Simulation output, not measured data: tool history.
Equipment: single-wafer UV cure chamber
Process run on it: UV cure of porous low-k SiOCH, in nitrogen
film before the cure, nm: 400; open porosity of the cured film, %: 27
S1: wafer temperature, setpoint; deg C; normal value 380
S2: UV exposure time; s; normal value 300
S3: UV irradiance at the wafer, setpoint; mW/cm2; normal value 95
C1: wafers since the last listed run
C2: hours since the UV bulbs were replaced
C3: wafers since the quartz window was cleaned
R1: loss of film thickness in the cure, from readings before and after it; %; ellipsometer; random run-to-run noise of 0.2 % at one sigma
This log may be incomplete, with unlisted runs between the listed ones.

Run 1, hour 0: usual settings; C1 0; C2 1082.2; C3 672. Result: R1 15.333 %.
Run 2, hour 63.5: usual settings; C1 361; C2 1145.7; C3 1033. Result: R1 15.433 %.
Run 3, hour 113.1: usual settings but S2 445 s; C1 282; C2 1195.3; C3 1316. Result: R1 18.052 %.
At hour 148.7: quartz window cleaned.
Run 4, hour 161.3: usual settings but S2 445 s; C1 228; C2 1243.5; C3 71. Result: R1 17.421 %.
Run 5, hour 228.8: usual settings but S2 445 s; C1 384; C2 1311; C3 455. Result: R1 17.152 %.
Run 6, hour 260.3: usual settings; C1 179; C2 1342.5; C3 635. Result: R1 14.845 %.
Run 7, hour 317.9: usual settings; C1 328; C2 1400.1; C3 963. Result: R1 15.753 %.
At hour 362.9: quartz window cleaned.
Run 8, hour 370.1: usual settings but S2 375 s; C1 251; C2 1452.3; C3 41. Result: R1 16.344 %.
Run 9, hour 431: usual settings but S1 391 deg C, S2 140 s, S3 58 mW/cm2; C1 346; C2 1513.2; C3 387. Result: R1 8.874 %.
At hour 447: UV bulbs replaced.
Run 10, hour 465.5: usual settings but S1 369 deg C, S3 70 mW/cm2; C1 150; C2 18.5; C3 538. Result: R1 13.548 %.
Run 11, hour 492.2: usual settings but S2 230 s; C1 152; C2 45.2; C3 690. Result: R1 13.733 %.
Run 12, hour 554.7: usual settings but S2 445 s; C1 355; C2 107.7; C3 1046. Result: R1 17.124 %.
At hour 580.3: quartz window cleaned.
Run 13, hour 614.3: usual settings but S3 132 mW/cm2; C1 293; C2 167.3; C3 193. Result: R1 17.221 %.
Run 14, hour 664.8: usual settings but S1 373 deg C, S2 430 s, S3 63 mW/cm2; C1 287; C2 217.8; C3 480. Result: R1 14.821 %.

Forecast each of these 3 alternatives for the next run:
Run A, hour 665.3: usual settings; C1 2; C2 218.3; C3 483. Result: R1 ?.
Run B, hour 665.3: usual settings but S2 190 s; C1 2; C2 218.3; C3 483. Result: R1 ?.
Run C, hour 665.3: usual settings but S2 190 s, S3 71 mW/cm2; C1 2; C2 218.3; C3 483. Result: R1 ?.

run      R1
  A  15.753
  B   13.17
  C  11.577
What these runs would have given with no unlogged condition in the tool:
run      R1
  A  15.753
  B   13.17
  C  11.577
